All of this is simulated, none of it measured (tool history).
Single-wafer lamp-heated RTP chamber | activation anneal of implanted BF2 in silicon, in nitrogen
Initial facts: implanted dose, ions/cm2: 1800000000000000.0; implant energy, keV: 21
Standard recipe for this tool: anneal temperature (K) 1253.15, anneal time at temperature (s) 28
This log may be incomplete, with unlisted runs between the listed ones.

run    hour  anneal temperature (K)  anneal time at temperature (s)  read-back reference wafer on the same gauge, sheet resistance  sheet resistance of the implanted and annealed layer (ohm/square)
  1       0                 1253.15                              28                                                         228.74                                                             201.82
  2    45.9                 1253.15                              28                                                         229.21                                                             203.11
  3   107.4                 1253.15                              28                                                         228.85                                                             201.32
  4   174.4                 1253.15                              28                                                         228.85                                                             201.29
  5   214.9                 1253.15                              28                                                         229.13                                                             200.54
  6   255.6                 1253.15                              28                                                         229.08                                                             200.72
  7   292.9                 1253.15                              32                                                         228.97                                                             196.69
  8   339.8                 1253.15                              32                                                         229.05                                                             197.19
  9   375.2                 1253.15                              32                                                         229.01                                                             196.28
      444.6  -- pyrometer window cleaned and pyrometer calibrated
      552.2  -- reflector plate cleaned
 10   565.6                 1262.15                              18                                                         229.05                                                             199.83
 11   608.4                 1262.15                              18                                                          228.9                                                             199.82
 12   639.1                 1253.15                              28                                                          229.1                                                             200.54
 13   679.7                 1253.15                              28                                                         229.03                                                             200.74
 14   722.7                 1253.15                              28                                                         228.95                                                             201.64
 15   800.8                 1279.15                              15                                                         229.06                                                             178.88
 16     872                 1274.15                              12                                                         229.02                                                             193.11
 17   936.7                 1253.15                              36                                                         228.97                                                             190.26
      971.6  -- pyrometer window cleaned and pyrometer calibrated
 18   972.1                 1253.15                              34                                                         229.02                                                             198.87
 19   988.2                 1253.15                              28                                                         228.93                                                             204.36
 20  1041.2                 1233.15                              37                                                         228.87                                                             232.07

For run 21, what comes out?
     1053.9  -- gauge calibrated
 21  1088.7                 1253.15                              28                                                              ?                                                                  ?

{"run 21": {"read-back reference wafer on the same gauge, sheet resistance": 229.09, "sheet resistance of the implanted and annealed layer (ohm/square)": 202.19}}
On a tool with no hidden condition, and with the same random variation, this run would have come out at sheet resistance of the implanted and annealed layer (ohm/square) 204.89.

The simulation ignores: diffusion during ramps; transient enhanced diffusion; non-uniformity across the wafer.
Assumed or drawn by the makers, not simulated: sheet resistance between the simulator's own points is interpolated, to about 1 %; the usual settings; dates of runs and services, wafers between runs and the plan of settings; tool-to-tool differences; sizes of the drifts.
